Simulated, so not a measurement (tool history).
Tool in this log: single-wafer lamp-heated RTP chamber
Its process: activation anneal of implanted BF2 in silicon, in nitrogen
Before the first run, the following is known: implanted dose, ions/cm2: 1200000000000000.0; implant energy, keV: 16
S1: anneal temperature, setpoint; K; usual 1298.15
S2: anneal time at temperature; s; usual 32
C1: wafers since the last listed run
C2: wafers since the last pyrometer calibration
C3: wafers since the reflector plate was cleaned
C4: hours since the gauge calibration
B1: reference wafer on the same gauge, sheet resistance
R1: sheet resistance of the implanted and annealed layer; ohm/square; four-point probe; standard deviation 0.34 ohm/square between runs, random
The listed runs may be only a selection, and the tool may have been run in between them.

run 1 hour=0.0 | S1=1298.15 S2=32 | C1=0 C2=4639 C3=13228 C4=115.3 | B1=120.01 | R1=137.95
run 2 hour=12.8 | S1=1298.15 S2=32 | C1=251 C2=4890 C3=13479 C4=128.1 | B1=119.99 | R1=137.95
-- hour=21.8 gauge calibrated
run 3 hour=26.6 | S1=1298.15 S2=32 | C1=270 C2=5161 C3=13750 C4=4.8 | B1=120.02 | R1=137.35
run 4 hour=40.9 | S1=1298.15 S2=32 | C1=280 C2=5441 C3=14031 C4=19.1 | B1=120.04 | R1=137.69
run 5 hour=58.4 | S1=1298.15 S2=32 | C1=343 C2=5785 C3=14374 C4=36.6 | B1=120.00 | R1=137.50
-- hour=77.0 pyrometer window cleaned and pyrometer calibrated
-- hour=98.7 reflector plate cleaned
run 6 hour=107.6 | S1=1298.15 S2=32 | C1=651 C2=444 C3=175 C4=85.8 | B1=120.03 | R1=143.77
run 7 hour=122.1 | S1=1298.15 S2=32 | C1=284 C2=728 C3=460 C4=100.3 | B1=119.94 | R1=143.21
run 8 hour=133.0 | S1=1298.15 S2=32 | C1=213 C2=942 C3=673 C4=111.2 | B1=119.97 | R1=143.37
run 9 hour=141.1 | S1=1271.15 S2=49 | C1=158 C2=1101 C3=832 C4=119.3 | B1=119.96 | R1=160.89
-- hour=142.3 gauge calibrated
run 10 hour=156.9 | S1=1298.15 S2=32 | C1=310 C2=1411 C3=1142 C4=14.6 | B1=119.95 | R1=142.76
run 11 hour=174.8 | S1=1276.15 S2=47 | C1=351 C2=1762 C3=1494 C4=32.5 | B1=120.04 | R1=154.72
run 12 hour=183.7 | S1=1298.15 S2=25 | C1=174 C2=1937 C3=1668 C4=41.4 | B1=120.05 | R1=148.33
run 13 hour=196.5 | S1=1277.15 S2=48 | C1=251 C2=2188 C3=1919 C4=54.2 | B1=119.98 | R1=152.08
run 14 hour=208.8 | S1=1298.15 S2=32 | C1=241 C2=2430 C3=2161 C4=66.5 | B1=119.93 | R1=141.33
run 15 hour=221.8 | S1=1307.15 S2=27 | C1=255 C2=2685 C3=2416 C4=79.5 | B1=120.08 | R1=140.70
run 16 hour=231.1 | S1=1298.15 S2=32 | C1=182 C2=2867 C3=2598 C4=88.8 | B1=119.97 | R1=141.70
run 17 hour=245.6 | S1=1324.15 S2=14 | C1=284 C2=3152 C3=2883 C4=103.3 | B1=120.01 | R1=139.85

Consider 3 possible next runs. They are alternatives, not a sequence: every one starts from the tool as it was left by run 17. What does each give?
run A hour=246.0 | S1=1298.15 S2=32 | C1=7 C2=3159 C3=2891 C4=103.7 | B1=? | R1=?
run B hour=246.0 | S1=1277.15 S2=13 | C1=7 C2=3159 C3=2891 C4=103.7 | B1=? | R1=?
run C hour=246.0 | S1=1317.15 S2=32 | C1=7 C2=3159 C3=2891 C4=103.7 | B1=? | R1=?

run=A B1=120.01 R1=141.22
run=B B1=120.01 R1=196.21
run=C B1=120.01 R1=129.15
Without the tool's unlogged condition, the same runs would have read:
run=A R1=144.85
run=B R1=203.73
run=C R1=132.42

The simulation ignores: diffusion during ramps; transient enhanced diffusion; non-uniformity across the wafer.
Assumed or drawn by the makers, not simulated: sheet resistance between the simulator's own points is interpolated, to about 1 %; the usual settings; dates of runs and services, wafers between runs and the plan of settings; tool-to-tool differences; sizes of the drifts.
